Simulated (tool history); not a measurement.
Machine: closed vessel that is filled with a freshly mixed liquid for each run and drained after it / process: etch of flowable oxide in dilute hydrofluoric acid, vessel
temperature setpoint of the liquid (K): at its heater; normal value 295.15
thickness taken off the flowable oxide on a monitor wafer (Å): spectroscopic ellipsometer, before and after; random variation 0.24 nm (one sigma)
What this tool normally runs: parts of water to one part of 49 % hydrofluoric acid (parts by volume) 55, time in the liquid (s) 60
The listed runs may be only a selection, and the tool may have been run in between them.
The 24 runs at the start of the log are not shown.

| run | hour | temperature setpoint of the liquid (K) | parts of water to one part of 49 % hydrofluoric acid (parts by volume) | time in the liquid (s) | read-back film thickness of the flowable oxide reference wafer, read on the same gauge (nm) | thickness taken off the flowable oxide on a monitor wafer (Å) |
|---|---|---|---|---|---|---|
|  | 551.1 | thermometer replaced |
| 25 | 577.9 | 292.15 | 45 | 80 | 120.00 | 1024.8 |
| 26 | 594.4 | 295.15 | 30 | 90 | 120.00 | 1998.3 |
| 27 | 623.0 | 291.65 | 55 | 60 | 119.99 | 609.4 |
| 28 | 640.1 | 290.65 | 55 | 60 | 119.99 | 580.5 |
| 29 | 666.0 | 295.15 | 80 | 35 | 120.00 | 274.2 |
| 30 | 680.9 | 295.15 | 55 | 75 | 120.00 | 878.1 |
| 31 | 710.2 | 297.65 | 30 | 45 | 120.00 | 1111.0 |
| 32 | 736.7 | 298.65 | 70 | 50 | 120.01 | 524.8 |

5 options for the next run, each taken on its own from the tool as it stands now. Forecast them:
| A | 737.4 | 295.15 | 55 | 60 | ? | ? |
| B | 737.4 | 297.65 | 30 | 50 | ? | ? |
| C | 737.4 | 292.15 | 25 | 90 | ? | ? |
| D | 737.4 | 290.65 | 55 | 90 | ? | ? |
| E | 737.4 | 295.15 | 80 | 45 | ? | ? |

| run | read-back film thickness of the flowable oxide reference wafer, read on the same gauge (nm) | thickness taken off the flowable oxide on a monitor wafer (Å) |
|---|---|---|
| A | 120.03 | 708.9 |
| B | 120.03 | 1241.9 |
| C | 120.03 | 2135.9 |
| D | 120.03 | 878.8 |
| E | 120.03 | 354.4 |
Stripped of hidden state, with their random variation kept, the same runs would have yielded:
| run | thickness taken off the flowable oxide on a monitor wafer (Å) |
|---|---|
| A | 703.9 |
| B | 1233.1 |
| C | 2120.2 |
| D | 872.4 |
| E | 351.9 |
